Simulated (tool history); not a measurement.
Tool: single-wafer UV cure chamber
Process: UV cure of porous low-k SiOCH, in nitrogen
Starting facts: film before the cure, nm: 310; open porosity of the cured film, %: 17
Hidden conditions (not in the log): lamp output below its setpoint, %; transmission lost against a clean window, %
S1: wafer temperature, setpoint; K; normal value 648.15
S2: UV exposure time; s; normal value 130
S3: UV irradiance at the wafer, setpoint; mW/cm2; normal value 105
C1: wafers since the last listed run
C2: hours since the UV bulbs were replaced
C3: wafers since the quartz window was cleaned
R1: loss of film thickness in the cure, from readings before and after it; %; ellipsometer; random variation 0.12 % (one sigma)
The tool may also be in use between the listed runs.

run 1 day=0.000 | S1=648.15 S2=130 S3=105 | C1=0 C2=432.6 C3=532 | R1=8.001
run 2 day=4.467 | S1=648.15 S2=130 S3=105 | C1=401 C2=539.8 C3=933 | R1=8.143
run 3 day=7.458 | S1=648.15 S2=130 S3=105 | C1=268 C2=611.6 C3=1202 | R1=7.933
run 4 day=11.771 | S1=635.15 S2=130 S3=105 | C1=387 C2=715.1 C3=1590 | R1=7.935
-- day=12.250 quartz window cleaned
run 5 day=14.962 | S1=635.15 S2=130 S3=105 | C1=256 C2=791.7 C3=243 | R1=7.733
run 6 day=17.288 | S1=635.15 S2=130 S3=105 | C1=208 C2=847.5 C3=452 | R1=7.799
run 7 day=20.304 | S1=657.15 S2=130 S3=105 | C1=271 C2=919.9 C3=724 | R1=8.262
run 8 day=22.846 | S1=648.15 S2=130 S3=92 | C1=228 C2=980.9 C3=952 | R1=7.380
run 9 day=25.912 | S1=648.15 S2=130 S3=92 | C1=275 C2=1054.5 C3=1228 | R1=7.388
run 10 day=29.654 | S1=633.15 S2=130 S3=105 | C1=336 C2=1144.3 C3=1564 | R1=7.658
-- day=30.812 quartz window cleaned
run 11 day=33.700 | S1=648.15 S2=175 S3=105 | C1=333 C2=1241.4 C3=259 | R1=9.147
-- day=36.117 UV bulbs replaced
run 12 day=36.246 | S1=648.15 S2=175 S3=105 | C1=198 C2=3.1 C3=458 | R1=8.470
run 13 day=39.104 | S1=648.15 S2=175 S3=105 | C1=256 C2=71.7 C3=715 | R1=8.167
run 14 day=41.246 | S1=648.15 S2=130 S3=91 | C1=192 C2=123.1 C3=907 | R1=6.455
run 15 day=45.071 | S1=658.15 S2=130 S3=105 | C1=343 C2=214.9 C3=1251 | R1=6.924
run 16 day=47.383 | S1=648.15 S2=130 S3=138 | C1=207 C2=270.4 C3=1459 | R1=7.843
-- day=48.229 quartz window cleaned
run 17 day=51.554 | S1=648.15 S2=130 S3=105 | C1=344 C2=370.5 C3=298 | R1=6.675
run 18 day=54.821 | S1=648.15 S2=175 S3=105 | C1=293 C2=448.9 C3=592 | R1=7.664
-- day=55.729 UV bulbs replaced, repeated, since the last time left the tool worse
run 19 day=57.596 | S1=648.15 S2=190 S3=105 | C1=219 C2=44.8 C3=811 | R1=10.278
run 20 day=60.629 | S1=630.15 S2=65 S3=117 | C1=272 C2=117.6 C3=1084 | R1=5.783
run 21 day=62.925 | S1=648.15 S2=130 S3=134 | C1=206 C2=172.7 C3=1290 | R1=9.377
run 22 day=64.671 | S1=648.15 S2=205 S3=134 | C1=156 C2=214.6 C3=1447 | R1=11.270
-- day=67.662 quartz window cleaned
run 23 day=68.400 | S1=664.15 S2=200 S3=142 | C1=305 C2=304.1 C3=66 | R1=11.725
run 24 day=71.721 | S1=642.15 S2=130 S3=105 | C1=298 C2=383.8 C3=364 | R1=8.246
run 25 day=74.688 | S1=648.15 S2=130 S3=105 | C1=266 C2=455.0 C3=631 | R1=8.176
run 26 day=78.000 | S1=665.15 S2=65 S3=81 | C1=297 C2=534.5 C3=929 | R1=4.736
run 27 day=81.267 | S1=654.15 S2=165 S3=67 | C1=293 C2=612.9 C3=1222 | R1=7.463
-- day=85.400 quartz window cleaned
run 28 day=85.767 | S1=630.15 S2=155 S3=66 | C1=374 C2=720.9 C3=32 | R1=6.789

Hidden state, per run?
transmission lost against a clean window, %: 0 in every run
H1: lamp output below its setpoint, %
run=1 H1=13.7
run=2 H1=15.2
run=3 H1=16.1
run=4 H1=17
run=5 H1=17.6
run=6 H1=18
run=7 H1=18.4
run=8 H1=18.7
run=9 H1=19.1
run=10 H1=19.4
run=11 H1=19.7
run=12 H1=30.8
run=13 H1=33.5
run=14 H1=35.2
run=15 H1=37.8
run=16 H1=39.2
run=17 H1=41.2
run=18 H1=42.5
run=19 H1=3.18
run=20 H1=5.7
run=21 H1=7.36
run=22 H1=8.49
run=23 H1=10.6
run=24 H1=12.1
run=25 H1=13.3
run=26 H1=14.4
run=27 H1=15.3
run=28 H1=16.3
